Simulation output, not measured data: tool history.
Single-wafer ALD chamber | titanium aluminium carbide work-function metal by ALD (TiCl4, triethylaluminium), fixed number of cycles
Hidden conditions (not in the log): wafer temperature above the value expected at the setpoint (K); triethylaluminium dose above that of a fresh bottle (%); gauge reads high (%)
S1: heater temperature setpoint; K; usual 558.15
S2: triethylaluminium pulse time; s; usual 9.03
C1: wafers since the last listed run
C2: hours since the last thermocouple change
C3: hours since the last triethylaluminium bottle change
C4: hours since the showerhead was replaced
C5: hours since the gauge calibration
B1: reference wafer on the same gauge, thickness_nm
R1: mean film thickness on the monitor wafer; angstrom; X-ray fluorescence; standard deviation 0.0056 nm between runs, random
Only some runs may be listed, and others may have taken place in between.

Run 1, hour 0: usual settings but S2 10.93 s; C1 0; C2 620.8; C3 151.7; C4 2039.7; C5 2010.9; B1 2.01. Result: R1 18.82 angstrom.
Run 2, hour 106.3: usual settings but S2 7.12 s; C1 1469; C2 727.1; C3 258; C4 2146; C5 2117.2; B1 2.01. Result: R1 17.15 angstrom.
Run 3, hour 163.4: usual settings but S2 7.12 s; C1 789; C2 784.2; C3 315.1; C4 2203.1; C5 2174.3; B1 2.009. Result: R1 17.14 angstrom.
Run 4, hour 244.3: usual settings; C1 1118; C2 865.1; C3 396; C4 2284; C5 2255.2; B1 2.011. Result: R1 18.13 angstrom.
Run 5, hour 305.5: usual settings; C1 846; C2 926.3; C3 457.2; C4 2345.2; C5 2316.4; B1 2.009. Result: R1 18.03 angstrom.
Run 6, hour 369.7: usual settings; C1 887; C2 990.5; C3 521.4; C4 2409.4; C5 2380.6; B1 2.01. Result: R1 18.06 angstrom.
Run 7, hour 462.8: usual settings; C1 1287; C2 1083.6; C3 614.5; C4 2502.5; C5 2473.7; B1 2.009. Result: R1 17.98 angstrom.
Run 8, hour 519.6: usual settings but S1 565.15 K, S2 9.96 s; C1 785; C2 1140.4; C3 671.3; C4 2559.3; C5 2530.5; B1 2.01. Result: R1 19.02 angstrom.
Run 9, hour 567.9: usual settings but S1 565.15 K, S2 9.96 s; C1 667; C2 1188.7; C3 719.6; C4 2607.6; C5 2578.8; B1 2.009. Result: R1 19.01 angstrom.
Run 10, hour 660: usual settings but S1 567.15 K; C1 1273; C2 1280.8; C3 811.7; C4 2699.7; C5 2670.9; B1 2.01. Result: R1 18.81 angstrom.
Run 11, hour 767.7: usual settings but S1 567.15 K; C1 1488; C2 1388.5; C3 919.4; C4 2807.4; C5 2778.6; B1 2.009. Result: R1 18.78 angstrom.
At hour 846.1: gauge calibrated.
Run 12, hour 857.1: usual settings; C1 1235; C2 1477.9; C3 1008.8; C4 2896.8; C5 11; B1 2.011. Result: R1 17.79 angstrom.
Run 13, hour 916.9: usual settings; C1 826; C2 1537.7; C3 1068.6; C4 2956.6; C5 70.8; B1 2.01. Result: R1 17.83 angstrom.
Run 14, hour 966.5: usual settings; C1 685; C2 1587.3; C3 1118.2; C4 3006.2; C5 120.4; B1 2.012. Result: R1 17.82 angstrom.
Run 15, hour 1027.2: usual settings; C1 839; C2 1648; C3 1178.9; C4 3066.9; C5 181.1; B1 2.009. Result: R1 17.91 angstrom.
Run 16, hour 1113.6: usual settings; C1 1194; C2 1734.4; C3 1265.3; C4 3153.3; C5 267.5; B1 2.011. Result: R1 17.75 angstrom.
Run 17, hour 1206: usual settings; C1 1277; C2 1826.8; C3 1357.7; C4 3245.7; C5 359.9; B1 2.012. Result: R1 17.81 angstrom.
Run 18, hour 1253.1: usual settings but S1 554.15 K, S2 6.7 s; C1 651; C2 1873.9; C3 1404.8; C4 3292.8; C5 407; B1 2.01. Result: R1 15.99 angstrom.
Run 19, hour 1359.2: usual settings but S1 568.15 K, S2 5.68 s; C1 1466; C2 1980; C3 1510.9; C4 3398.9; C5 513.1; B1 2.011. Result: R1 15.92 angstrom.
Run 20, hour 1461.1: usual settings but S1 569.15 K, S2 5.84 s; C1 1408; C2 2081.9; C3 1612.8; C4 3500.8; C5 615; B1 2.01. Result: R1 16.13 angstrom.
At hour 1528.6: showerhead replaced.
Run 21, hour 1568.7: usual settings; C1 1376; C2 2189.5; C3 1720.4; C4 40.1; C5 722.6; B1 2.009. Result: R1 17.87 angstrom.
Run 22, hour 1622.7: usual settings but S1 545.15 K, S2 9.97 s; C1 746; C2 2243.5; C3 1774.4; C4 94.1; C5 776.6; B1 2.011. Result: R1 16.92 angstrom.
At hour 1640.6: triethylaluminium bottle replaced.
Run 23, hour 1684.5: usual settings but S1 564.15 K, S2 5.44 s; C1 743; C2 2305.3; C3 43.9; C4 155.9; C5 838.4; B1 2.01. Result: R1 16.23 angstrom.
At hour 1749.8: thermocouple changed; heater temperature recalibrated.
Run 24, hour 1772.5: usual settings but S1 554.15 K, S2 7.92 s; C1 1105; C2 22.7; C3 131.9; C4 243.9; C5 926.4; B1 2.011. Result: R1 17.29 angstrom.
Run 25, hour 1869.9: usual settings but S1 546.15 K, S2 5.63 s; C1 1346; C2 120.1; C3 229.3; C4 341.3; C5 1023.8; B1 2.009. Result: R1 14.68 angstrom.
Run 26, hour 1928.4: usual settings but S1 567.15 K, S2 12.51 s; C1 808; C2 178.6; C3 287.8; C4 399.8; C5 1082.3; B1 2.01. Result: R1 19.79 angstrom.
Run 27, hour 2012.3: usual settings but S2 11.71 s; C1 1159; C2 262.5; C3 371.7; C4 483.7; C5 1166.2; B1 2.01. Result: R1 18.73 angstrom.
Run 28, hour 2108.1: usual settings but S1 566.15 K, S2 12.42 s; C1 1324; C2 358.3; C3 467.5; C4 579.5; C5 1262; B1 2.011. Result: R1 19.56 angstrom.
Run 29, hour 2205.2: usual settings; C1 1342; C2 455.4; C3 564.6; C4 676.6; C5 1359.1; B1 2.01. Result: R1 17.85 angstrom.
Run 30, hour 2244.7: usual settings; C1 546; C2 494.9; C3 604.1; C4 716.1; C5 1398.6; B1 2.01. Result: R1 17.87 angstrom.
Run 31, hour 2298.1: usual settings but S1 543.15 K; C1 738; C2 548.3; C3 657.5; C4 769.5; C5 1452; B1 2.01. Result: R1 16.5 angstrom.
Run 32, hour 2399.3: usual settings but S1 568.15 K; C1 1398; C2 649.5; C3 758.7; C4 870.7; C5 1553.2; B1 2.01. Result: R1 18.69 angstrom.
Run 33, hour 2443.3: usual settings; C1 608; C2 693.5; C3 802.7; C4 914.7; C5 1597.2; B1 2.011. Result: R1 17.86 angstrom.

What if the next run were any one of these 4? Each begins from the tool's condition after run 33:
Run A, hour 2443.7: usual settings; C1 5; C2 693.9; C3 803.1; C4 915.1; C5 1597.6; B1 ?. Result: R1 ?.
Run B, hour 2443.7: usual settings but S2 6.61 s; C1 5; C2 693.9; C3 803.1; C4 915.1; C5 1597.6; B1 ?. Result: R1 ?.
Run C, hour 2443.7: usual settings but S2 7.26 s; C1 5; C2 693.9; C3 803.1; C4 915.1; C5 1597.6; B1 ?. Result: R1 ?.
Run D, hour 2443.7: usual settings but S1 545.15 K, S2 12.12 s; C1 5; C2 693.9; C3 803.1; C4 915.1; C5 1597.6; B1 ?. Result: R1 ?.

run     B1     R1
  A  2.011  17.75
  B  2.011  16.15
  C  2.011  16.71
  D  2.011  17.38
The same runs, with their run-to-run variation unchanged, on a tool lacking any hidden condition would have given:
run     R1
  A  18.28
  B  17.01
  C  17.47
  D  17.61
